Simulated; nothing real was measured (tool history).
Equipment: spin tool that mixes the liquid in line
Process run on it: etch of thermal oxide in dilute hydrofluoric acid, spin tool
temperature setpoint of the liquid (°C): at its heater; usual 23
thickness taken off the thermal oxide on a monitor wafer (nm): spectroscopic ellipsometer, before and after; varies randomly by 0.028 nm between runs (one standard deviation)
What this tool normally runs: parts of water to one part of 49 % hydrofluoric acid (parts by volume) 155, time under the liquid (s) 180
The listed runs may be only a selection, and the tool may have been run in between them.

run	hour	temperature setpoint of the liquid (°C)	parts of water to one part of 49 % hydrofluoric acid (parts by volume)	time under the liquid (s)	read-back film thickness of the thermal oxide reference wafer, read on the same gauge (nm)	thickness taken off the thermal oxide on a monitor wafer (nm)
1	0	23	155	180	100.039	4.698
2	65.2	23	200	180	99.993	3.453
3	89.7	23	200	180	100.011	3.503
4	177.3	23	155	180	100.024	4.747
5	231	23	155	180	99.986	4.715
6	272.2	23	155	205	99.985	5.33
7	328.7	23	155	205	100.008	5.348
# hour 359.2: hydrofluoric acid flow meter replaced
8	377.5	23	155	180	99.995	4.611
9	405	23	155	180	99.994	4.681
10	472.2	23	155	180	100.016	4.686
# hour 487.6: gauge calibrated
11	501.4	24.5	155	180	100.008	4.947
12	536.7	24.5	155	180	100.005	4.93
13	604.5	23	155	140	99.988	3.569
14	647.8	23	155	140	100.017	3.619
15	685.8	26	155	250	99.988	7.18
16	746.3	23	155	180	99.996	4.574
17	788.6	19.5	100	275	100.006	10.172
# hour 953.9: thermometer replaced
18	958.4	25.5	220	105	100.016	2.005
19	985.9	24.5	215	215	99.961	4.054
20	1056.8	27	130	180	100.015	6.725
21	1109	27.5	85	75	100.015	4.711
22	1136.4	27.5	190	120	100.007	2.926
23	1197.9	19	85	210	99.978	9.184
24	1244.7	25.5	235	180	100.01	3.117
25	1283.4	27.5	95	180	100.005	9.852
# hour 1303.5: hydrofluoric acid flow meter replaced
26	1317.6	21.5	155	180	100.012	4.461
27	1371.9	19	220	85	99.973	1.259
28	1414.7	23	155	280	99.998	7.262
29	1478.2	23	190	230	99.987	4.686
30	1523.3	20	155	180	100.034	4.13
31	1574.2	23	155	180	99.961	4.63
32	1619.4	23	80	90	100.001	4.96
33	1656.4	27.5	100	150	100.026	7.591
34	1697	23	155	280	99.978	7.204

Give the tool's hidden conditions for every run:
hydrofluoric acid flow below the setpoint (%): 0 on each run
gauge reads high (%): 0 on each run
H1: liquid colder than its thermometer reads (K)
run	H1
1	0.222
2	0.289
3	0.314
4	0.405
5	0.46
6	0.502
7	0.56
8	0.61
9	0.639
10	0.708
11	0.738
12	0.774
13	0.844
14	0.889
15	0.928
16	0.99
17	1.03
18	0.107
19	0.135
20	0.208
21	0.262
22	0.29
23	0.353
24	0.401
25	0.441
26	0.476
27	0.532
28	0.576
29	0.642
30	0.688
31	0.74
32	0.787
33	0.825
34	0.867
